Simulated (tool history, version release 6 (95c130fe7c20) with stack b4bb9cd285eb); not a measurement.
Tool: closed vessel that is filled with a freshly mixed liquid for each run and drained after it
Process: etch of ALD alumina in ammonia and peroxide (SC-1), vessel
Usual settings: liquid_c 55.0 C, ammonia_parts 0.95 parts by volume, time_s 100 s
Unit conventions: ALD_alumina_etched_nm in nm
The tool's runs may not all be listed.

| run | hour | liquid_c | ammonia_parts | time_s | wafers since the last listed run | hours since the thermometer was replaced | hours since the ammonia flow meter was replaced | hours since the drum of ammonia solution was connected | hours since the gauge calibration | read-back film thickness of the ALD alumina reference wafer, read on the same gauge (nm) | ALD_alumina_etched_nm |
|---|---|---|---|---|---|---|---|---|---|---|---|
| 1 | 0.0 | 55.0 | 0.95 | 100 | 0 | 1628.1 | 2065.0 | 582.7 | 94.1 | 110.00 | 7.06 |
| 2 | 16.2 | 55.0 | 0.95 | 100 | 1940 | 1644.3 | 2081.2 | 598.9 | 110.3 | 110.03 | 7.05 |
| 3 | 25.2 | 55.0 | 0.65 | 100 | 1077 | 1653.3 | 2090.2 | 607.9 | 119.3 | 110.05 | 6.81 |
| 4 | 36.3 | 55.0 | 0.65 | 100 | 1329 | 1664.4 | 2101.3 | 619.0 | 130.4 | 109.98 | 6.81 |
| 5 | 44.2 | 55.0 | 0.95 | 100 | 946 | 1672.3 | 2109.2 | 626.9 | 138.3 | 110.00 | 7.05 |
| 6 | 60.4 | 55.0 | 0.95 | 100 | 1940 | 1688.5 | 2125.4 | 643.1 | 154.5 | 109.99 | 7.06 |
| 7 | 66.7 | 55.0 | 0.95 | 100 | 754 | 1694.8 | 2131.7 | 649.4 | 160.8 | 110.01 | 7.08 |
| 8 | 76.8 | 55.0 | 0.95 | 100 | 1209 | 1704.9 | 2141.8 | 659.5 | 170.9 | 110.00 | 7.07 |
| 9 | 94.0 | 55.0 | 0.95 | 100 | 2059 | 1722.1 | 2159.0 | 676.7 | 188.1 | 109.99 | 7.01 |
|  | 96.6 | thermometer replaced |
| 10 | 109.4 | 55.0 | 0.95 | 100 | 1724 | 12.8 | 2174.4 | 692.1 | 203.5 | 110.01 | 7.07 |
| 11 | 116.8 | 55.0 | 0.95 | 100 | 886 | 20.2 | 2181.8 | 699.5 | 210.9 | 109.99 | 7.08 |
| 12 | 129.0 | 55.0 | 0.95 | 130 | 1461 | 32.4 | 2194.0 | 711.7 | 223.1 | 110.00 | 9.18 |
| 13 | 146.2 | 55.0 | 0.95 | 130 | 2059 | 49.6 | 2211.2 | 728.9 | 240.3 | 110.01 | 9.17 |
|  | 154.4 | ammonia flow meter replaced |
|  | 158.4 | new drum of ammonia solution connected |
| 14 | 160.2 | 55.0 | 0.95 | 100 | 1437 | 63.6 | 5.8 | 1.8 | 254.3 | 109.98 | 7.02 |
| 15 | 170.1 | 60.0 | 0.70 | 125 | 1185 | 73.5 | 15.7 | 11.7 | 264.2 | 110.01 | 11.19 |
| 16 | 178.4 | 55.0 | 0.95 | 100 | 994 | 81.8 | 24.0 | 20.0 | 272.5 | 110.03 | 7.00 |
| 17 | 192.1 | 59.5 | 1.20 | 65 | 1640 | 95.5 | 37.7 | 33.7 | 286.2 | 110.03 | 5.94 |
| 18 | 199.1 | 55.0 | 0.95 | 100 | 838 | 102.5 | 44.7 | 40.7 | 293.2 | 110.02 | 7.07 |
| 19 | 213.9 | 47.0 | 0.75 | 50 | 1772 | 117.3 | 59.5 | 55.5 | 308.0 | 110.00 | 2.23 |

Run 20 comes next. What will it give?
| 20 | 220.4 | 55.0 | 0.65 | 115 | 778 | 123.8 | 66.0 | 62.0 | 314.5 | ? | ? |

read-back film thickness of the ALD alumina reference wafer, read on the same gauge (nm): 110.03
ALD_alumina_etched_nm: 7.89 nm
On a tool with no hidden condition, and with the same random variation, this run would have come out at ALD_alumina_etched_nm 7.89 nm.

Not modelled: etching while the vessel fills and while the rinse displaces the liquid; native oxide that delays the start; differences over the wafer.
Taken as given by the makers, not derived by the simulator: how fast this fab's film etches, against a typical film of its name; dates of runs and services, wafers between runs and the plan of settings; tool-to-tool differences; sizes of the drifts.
